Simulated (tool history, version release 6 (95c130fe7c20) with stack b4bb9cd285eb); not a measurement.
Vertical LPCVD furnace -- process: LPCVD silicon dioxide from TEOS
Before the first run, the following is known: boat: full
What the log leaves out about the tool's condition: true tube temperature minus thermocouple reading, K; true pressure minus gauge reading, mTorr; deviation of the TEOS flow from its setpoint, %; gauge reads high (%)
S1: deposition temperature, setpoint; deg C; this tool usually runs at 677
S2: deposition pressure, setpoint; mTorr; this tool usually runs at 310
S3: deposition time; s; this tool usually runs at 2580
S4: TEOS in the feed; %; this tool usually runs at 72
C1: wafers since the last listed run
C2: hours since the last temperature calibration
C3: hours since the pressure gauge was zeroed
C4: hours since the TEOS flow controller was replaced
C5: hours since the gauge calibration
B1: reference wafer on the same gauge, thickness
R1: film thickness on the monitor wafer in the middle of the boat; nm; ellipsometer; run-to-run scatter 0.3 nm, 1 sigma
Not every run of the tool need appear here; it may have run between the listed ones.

run 1 hour=0 | S1=668 S2=310 S3=2850 S4=72 | C1=0 C2=3330.6 C3=2660.4 C4=4201.4 C5=183.9 | B1=168 | R1=192.54
run 2 hour=7 | S1=668 S2=310 S3=2850 S4=72 | C1=60 C2=3337.6 C3=2667.4 C4=4208.4 C5=190.9 | B1=168.01 | R1=192.55
run 3 hour=16 | S1=677 S2=310 S3=2580 S4=72 | C1=78 C2=3346.6 C3=2676.4 C4=4217.4 C5=199.9 | B1=168 | R1=216.87
run 4 hour=33.9 | S1=677 S2=310 S3=2580 S4=72 | C1=155 C2=3364.5 C3=2694.3 C4=4235.3 C5=217.8 | B1=168.02 | R1=217.75
run 5 hour=49 | S1=677 S2=310 S3=2580 S4=67 | C1=131 C2=3379.6 C3=2709.4 C4=4250.4 C5=232.9 | B1=167.99 | R1=209.16
run 6 hour=56.9 | S1=677 S2=325 S3=2580 S4=62 | C1=68 C2=3387.5 C3=2717.3 C4=4258.3 C5=240.8 | B1=168 | R1=206.82
run 7 hour=74.3 | S1=677 S2=325 S3=2580 S4=62 | C1=151 C2=3404.9 C3=2734.7 C4=4275.7 C5=258.2 | B1=168 | R1=206.54
run 8 hour=89.4 | S1=677 S2=325 S3=2580 S4=62 | C1=131 C2=3420 C3=2749.8 C4=4290.8 C5=273.3 | B1=167.99 | R1=207.07
run 9 hour=109.5 | S1=681 S2=250 S3=2580 S4=72 | C1=174 C2=3440.1 C3=2769.9 C4=4310.9 C5=293.4 | B1=168.06 | R1=215.83
run 10 hour=121.8 | S1=681 S2=250 S3=2580 S4=72 | C1=106 C2=3452.4 C3=2782.2 C4=4323.2 C5=305.7 | B1=168 | R1=215.47
-- hour=154.6 pressure gauge zeroed
run 11 hour=155.1 | S1=681 S2=250 S3=2580 S4=72 | C1=80 C2=3485.7 C3=0.5 C4=4356.5 C5=339 | B1=168.02 | R1=216.17
run 12 hour=160 | S1=684 S2=310 S3=2580 S4=72 | C1=42 C2=3490.6 C3=5.4 C4=4361.4 C5=343.9 | B1=168.02 | R1=259.05
run 13 hour=164.8 | S1=684 S2=310 S3=2580 S4=72 | C1=41 C2=3495.4 C3=10.2 C4=4366.2 C5=348.7 | B1=168 | R1=258.69
run 14 hour=178.6 | S1=684 S2=310 S3=2580 S4=72 | C1=119 C2=3509.2 C3=24 C4=4380 C5=362.5 | B1=167.98 | R1=258.28
-- hour=211.6 TEOS flow controller replaced
run 15 hour=212.1 | S1=686 S2=310 S3=2580 S4=72 | C1=82 C2=3542.7 C3=57.5 C4=0.5 C5=396 | B1=167.94 | R1=271.49
run 16 hour=217 | S1=673 S2=250 S3=2580 S4=62 | C1=42 C2=3547.6 C3=62.4 C4=5.4 C5=400.9 | B1=167.99 | R1=165.97
run 17 hour=223.7 | S1=677 S2=235 S3=1950 S4=72 | C1=58 C2=3554.3 C3=69.1 C4=12.1 C5=407.6 | B1=168.03 | R1=144.24
run 18 hour=235.5 | S1=677 S2=310 S3=2580 S4=72 | C1=102 C2=3566.1 C3=80.9 C4=23.9 C5=419.4 | B1=167.97 | R1=219.55
run 19 hour=251.9 | S1=687 S2=310 S3=2580 S4=72 | C1=142 C2=3582.5 C3=97.3 C4=40.3 C5=435.8 | B1=168.04 | R1=278.01
run 20 hour=265.6 | S1=671 S2=310 S3=2580 S4=72 | C1=119 C2=3596.2 C3=111 C4=54 C5=449.5 | B1=168 | R1=190.28
-- hour=307.5 thermocouples replaced and temperature profile calibrated
run 21 hour=308 | S1=677 S2=310 S3=2580 S4=72 | C1=159 C2=0.5 C3=153.4 C4=96.4 C5=491.9 | B1=168.03 | R1=199.87
run 22 hour=312.8 | S1=688 S2=365 S3=2580 S4=72 | C1=41 C2=5.3 C3=158.2 C4=101.2 C5=496.7 | B1=168 | R1=282.52
run 23 hour=317.7 | S1=689 S2=255 S3=2580 S4=72 | C1=42 C2=10.2 C3=163.1 C4=106.1 C5=501.6 | B1=167.97 | R1=242.38
-- hour=328.1 gauge calibrated
run 24 hour=330.6 | S1=689 S2=280 S3=1920 S4=72 | C1=112 C2=23.1 C3=176 C4=119 C5=2.5 | B1=168 | R1=189
run 25 hour=350.3 | S1=677 S2=310 S3=2580 S4=72 | C1=171 C2=42.8 C3=195.7 C4=138.7 C5=22.2 | B1=168.07 | R1=200.61
run 26 hour=365.5 | S1=668 S2=365 S3=3210 S4=80 | C1=132 C2=58 C3=210.9 C4=153.9 C5=37.4 | B1=167.99 | R1=227.75
run 27 hour=383.9 | S1=677 S2=310 S3=2580 S4=72 | C1=159 C2=76.4 C3=229.3 C4=172.3 C5=55.8 | B1=168 | R1=199.88
run 28 hour=415.7 | S1=677 S2=310 S3=2580 S4=72 | C1=276 C2=108.2 C3=261.1 C4=204.1 C5=87.6 | B1=168.01 | R1=199.81
run 29 hour=434.9 | S1=689 S2=255 S3=2580 S4=72 | C1=166 C2=127.4 C3=280.3 C4=223.3 C5=106.8 | B1=168.02 | R1=242.93
run 30 hour=446.7 | S1=677 S2=255 S3=1950 S4=67 | C1=102 C2=139.2 C3=292.1 C4=235.1 C5=118.6 | B1=167.99 | R1=132.25
run 31 hour=458.4 | S1=689 S2=310 S3=1620 S4=72 | C1=101 C2=150.9 C3=303.8 C4=246.8 C5=130.3 | B1=168.01 | R1=167.64

The tool's hidden state at each run:
true pressure minus gauge reading, mTorr: 0, the same for each run
deviation of the TEOS flow from its setpoint, %: 0, the same for each run
gauge reads high (%): 0, the same for each run
H1: true tube temperature minus thermocouple reading, K
run=1 H1=3.65
run=2 H1=3.67
run=3 H1=3.69
run=4 H1=3.72
run=5 H1=3.75
run=6 H1=3.77
run=7 H1=3.8
run=8 H1=3.83
run=9 H1=3.87
run=10 H1=3.9
run=11 H1=3.97
run=12 H1=3.98
run=13 H1=3.99
run=14 H1=4.02
run=15 H1=4.09
run=16 H1=4.1
run=17 H1=4.11
run=18 H1=4.13
run=19 H1=4.17
run=20 H1=4.2
run=21 H1=0.301
run=22 H1=0.302
run=23 H1=0.302
run=24 H1=0.302
run=25 H1=0.302
run=26 H1=0.302
run=27 H1=0.303
run=28 H1=0.305
run=29 H1=0.306
run=30 H1=0.307
run=31 H1=0.308
